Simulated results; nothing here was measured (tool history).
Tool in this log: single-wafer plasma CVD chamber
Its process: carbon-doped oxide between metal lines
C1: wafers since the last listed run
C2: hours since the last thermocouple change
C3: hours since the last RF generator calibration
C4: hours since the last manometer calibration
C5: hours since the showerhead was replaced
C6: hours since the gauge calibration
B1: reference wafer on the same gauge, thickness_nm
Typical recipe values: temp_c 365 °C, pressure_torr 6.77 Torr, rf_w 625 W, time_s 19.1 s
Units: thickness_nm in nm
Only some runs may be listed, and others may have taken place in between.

{"run": 1, "hour": 0.0, "temp_c": 365, "pressure_torr": 6.1, "rf_w": 625, "time_s": 19.1, "C1": 0, "C2": 2275.0, "C3": 1528.6, "C4": 1294.5, "C5": 8090.5, "C6": 1352.4, "B1": 147.126, "thickness_nm": 117.528}
{"hour": 17.8, "done": "capacitance manometer re-zeroed and calibrated"}
{"run": 2, "hour": 40.1, "temp_c": 365, "pressure_torr": 7.83, "rf_w": 625, "time_s": 19.1, "C1": 1325, "C2": 2315.1, "C3": 1568.7, "C4": 22.3, "C5": 8130.6, "C6": 1392.5, "B1": 147.102, "thickness_nm": 120.906}
{"run": 3, "hour": 82.0, "temp_c": 365, "pressure_torr": 7.83, "rf_w": 625, "time_s": 19.1, "C1": 1729, "C2": 2357.0, "C3": 1610.6, "C4": 64.2, "C5": 8172.5, "C6": 1434.4, "B1": 146.8, "thickness_nm": 120.128}
{"run": 4, "hour": 107.1, "temp_c": 365, "pressure_torr": 7.83, "rf_w": 625, "time_s": 19.1, "C1": 1036, "C2": 2382.1, "C3": 1635.7, "C4": 89.3, "C5": 8197.6, "C6": 1459.5, "B1": 146.965, "thickness_nm": 120.014}
{"run": 5, "hour": 133.5, "temp_c": 376, "pressure_torr": 6.77, "rf_w": 625, "time_s": 19.1, "C1": 1089, "C2": 2408.5, "C3": 1662.1, "C4": 115.7, "C5": 8224.0, "C6": 1485.9, "B1": 147.009, "thickness_nm": 116.72}
{"run": 6, "hour": 175.6, "temp_c": 365, "pressure_torr": 7.65, "rf_w": 625, "time_s": 19.1, "C1": 1738, "C2": 2450.6, "C3": 1704.2, "C4": 157.8, "C5": 8266.1, "C6": 1528.0, "B1": 146.936, "thickness_nm": 119.149}
{"run": 7, "hour": 216.4, "temp_c": 365, "pressure_torr": 6.77, "rf_w": 715, "time_s": 19.1, "C1": 1684, "C2": 2491.4, "C3": 1745.0, "C4": 198.6, "C5": 8306.9, "C6": 1568.8, "B1": 147.119, "thickness_nm": 127.083}
{"run": 8, "hour": 286.8, "temp_c": 361, "pressure_torr": 5.28, "rf_w": 520, "time_s": 20.3, "C1": 2906, "C2": 2561.8, "C3": 1815.4, "C4": 269.0, "C5": 8377.3, "C6": 1639.2, "B1": 146.988, "thickness_nm": 110.554}
{"run": 9, "hour": 333.6, "temp_c": 365, "pressure_torr": 6.77, "rf_w": 625, "time_s": 19.1, "C1": 1932, "C2": 2608.6, "C3": 1862.2, "C4": 315.8, "C5": 8424.1, "C6": 1686.0, "B1": 146.993, "thickness_nm": 118.498}
{"run": 10, "hour": 380.0, "temp_c": 365, "pressure_torr": 5.84, "rf_w": 515, "time_s": 19.1, "C1": 1915, "C2": 2655.0, "C3": 1908.6, "C4": 362.2, "C5": 8470.5, "C6": 1732.4, "B1": 147.028, "thickness_nm": 106.014}
{"run": 11, "hour": 405.1, "temp_c": 365, "pressure_torr": 5.19, "rf_w": 625, "time_s": 19.1, "C1": 1036, "C2": 2680.1, "C3": 1933.7, "C4": 387.3, "C5": 8495.6, "C6": 1757.5, "B1": 147.047, "thickness_nm": 111.698}
{"run": 12, "hour": 449.8, "temp_c": 365, "pressure_torr": 6.77, "rf_w": 625, "time_s": 21.1, "C1": 1845, "C2": 2724.8, "C3": 1978.4, "C4": 432.0, "C5": 8540.3, "C6": 1802.2, "B1": 146.817, "thickness_nm": 131.116}
{"run": 13, "hour": 479.9, "temp_c": 365, "pressure_torr": 6.77, "rf_w": 625, "time_s": 19.1, "C1": 1242, "C2": 2754.9, "C3": 2008.5, "C4": 462.1, "C5": 8570.4, "C6": 1832.3, "B1": 147.111, "thickness_nm": 118.4}
{"hour": 587.9, "done": "thermocouple changed; heater temperature recalibrated"}
{"run": 14, "hour": 591.8, "temp_c": 352, "pressure_torr": 7.87, "rf_w": 565, "time_s": 17.9, "C1": 4289, "C2": 3.9, "C3": 2120.4, "C4": 574.0, "C5": 8682.3, "C6": 1944.2, "B1": 147.019, "thickness_nm": 111.054}
{"hour": 608.3, "done": "gauge calibrated"}
{"run": 15, "hour": 630.0, "temp_c": 365, "pressure_torr": 6.77, "rf_w": 625, "time_s": 19.1, "C1": 1577, "C2": 42.1, "C3": 2158.6, "C4": 612.2, "C5": 8720.5, "C6": 21.7, "B1": 146.879, "thickness_nm": 119.117}
{"hour": 673.7, "done": "showerhead replaced"}
{"run": 16, "hour": 674.2, "temp_c": 365, "pressure_torr": 6.77, "rf_w": 545, "time_s": 21.4, "C1": 1494, "C2": 86.3, "C3": 2202.8, "C4": 656.4, "C5": 0.5, "C6": 65.9, "B1": 146.821, "thickness_nm": 124.701}
{"hour": 693.1, "done": "RF generator calibrated"}
{"run": 17, "hour": 725.6, "temp_c": 365, "pressure_torr": 6.77, "rf_w": 625, "time_s": 19.1, "C1": 1791, "C2": 137.7, "C3": 32.5, "C4": 707.8, "C5": 51.9, "C6": 117.3, "B1": 147.07, "thickness_nm": 123.772}
{"run": 18, "hour": 765.0, "temp_c": 365, "pressure_torr": 6.77, "rf_w": 625, "time_s": 19.1, "C1": 1626, "C2": 177.1, "C3": 71.9, "C4": 747.2, "C5": 91.3, "C6": 156.7, "B1": 146.962, "thickness_nm": 123.247}
{"run": 19, "hour": 797.3, "temp_c": 365, "pressure_torr": 6.77, "rf_w": 525, "time_s": 19.1, "C1": 1333, "C2": 209.4, "C3": 104.2, "C4": 779.5, "C5": 123.6, "C6": 189.0, "B1": 147.081, "thickness_nm": 113.593}
{"run": 20, "hour": 908.4, "temp_c": 365, "pressure_torr": 8.45, "rf_w": 735, "time_s": 22.9, "C1": 4586, "C2": 320.5, "C3": 215.3, "C4": 890.6, "C5": 234.7, "C6": 300.1, "B1": 147.001, "thickness_nm": 161.768}
{"run": 21, "hour": 941.2, "temp_c": 365, "pressure_torr": 6.77, "rf_w": 710, "time_s": 19.1, "C1": 1354, "C2": 353.3, "C3": 248.1, "C4": 923.4, "C5": 267.5, "C6": 332.9, "B1": 147.074, "thickness_nm": 129.246}
{"run": 22, "hour": 998.0, "temp_c": 357, "pressure_torr": 7.41, "rf_w": 625, "time_s": 19.1, "C1": 2345, "C2": 410.1, "C3": 304.9, "C4": 980.2, "C5": 324.3, "C6": 389.7, "B1": 146.991, "thickness_nm": 126.099}
{"run": 23, "hour": 1171.6, "temp_c": 365, "pressure_torr": 6.77, "rf_w": 545, "time_s": 19.1, "C1": 7167, "C2": 583.7, "C3": 478.5, "C4": 1153.8, "C5": 497.9, "C6": 563.3, "B1": 146.746, "thickness_nm": 113.046}
{"run": 24, "hour": 1242.5, "temp_c": 365, "pressure_torr": 8.45, "rf_w": 735, "time_s": 22.9, "C1": 2927, "C2": 654.6, "C3": 549.4, "C4": 1224.7, "C5": 568.8, "C6": 634.2, "B1": 147.042, "thickness_nm": 161.119}
{"run": 25, "hour": 1299.0, "temp_c": 365, "pressure_torr": 6.77, "rf_w": 625, "time_s": 19.1, "C1": 2332, "C2": 711.1, "C3": 605.9, "C4": 1281.2, "C5": 625.3, "C6": 690.7, "B1": 146.961, "thickness_nm": 121.03}
{"run": 26, "hour": 1421.7, "temp_c": 357, "pressure_torr": 6.77, "rf_w": 625, "time_s": 20.1, "C1": 5065, "C2": 833.8, "C3": 728.6, "C4": 1403.9, "C5": 748.0, "C6": 813.4, "B1": 147.117, "thickness_nm": 129.258}
{"hour": 1507.9, "done": "capacitance manometer re-zeroed and calibrated"}
{"run": 27, "hour": 1508.4, "temp_c": 365, "pressure_torr": 6.77, "rf_w": 590, "time_s": 22.2, "C1": 3249, "C2": 920.5, "C3": 815.3, "C4": 0.5, "C5": 834.7, "C6": 900.1, "B1": 147.011, "thickness_nm": 136.393}
{"run": 28, "hour": 1532.3, "temp_c": 365, "pressure_torr": 6.77, "rf_w": 625, "time_s": 19.1, "C1": 986, "C2": 944.4, "C3": 839.2, "C4": 24.4, "C5": 858.6, "C6": 924.0, "B1": 146.92, "thickness_nm": 119.184}

4 ways to go on from here, each from the tool as it stands after run 28. What would each give?
{"run": "A", "hour": 1532.7, "temp_c": 365, "pressure_torr": 6.77, "rf_w": 625, "time_s": 19.1, "C1": 16, "C2": 944.8, "C3": 839.6, "C4": 24.8, "C5": 859.0, "C6": 924.4, "B1": "?", "thickness_nm": "?"}
{"run": "B", "hour": 1532.7, "temp_c": 365, "pressure_torr": 6.77, "rf_w": 625, "time_s": 21.3, "C1": 16, "C2": 944.8, "C3": 839.6, "C4": 24.8, "C5": 859.0, "C6": 924.4, "B1": "?", "thickness_nm": "?"}
{"run": "C", "hour": 1532.7, "temp_c": 365, "pressure_torr": 6.77, "rf_w": 550, "time_s": 21.6, "C1": 16, "C2": 944.8, "C3": 839.6, "C4": 24.8, "C5": 859.0, "C6": 924.4, "B1": "?", "thickness_nm": "?"}
{"run": "D", "hour": 1532.7, "temp_c": 359, "pressure_torr": 6.09, "rf_w": 585, "time_s": 15.5, "C1": 16, "C2": 944.8, "C3": 839.6, "C4": 24.8, "C5": 859.0, "C6": 924.4, "B1": "?", "thickness_nm": "?"}

run=A B1=147.054 thickness_nm=120.716
run=B B1=147.054 thickness_nm=134.372
run=C B1=147.054 thickness_nm=127.964
run=D B1=147.054 thickness_nm=94.781
With no hidden state in the tool, these same runs would have given:
run=A thickness_nm=124.128
run=B thickness_nm=138.171
run=C thickness_nm=131.624
run=D thickness_nm=97.460
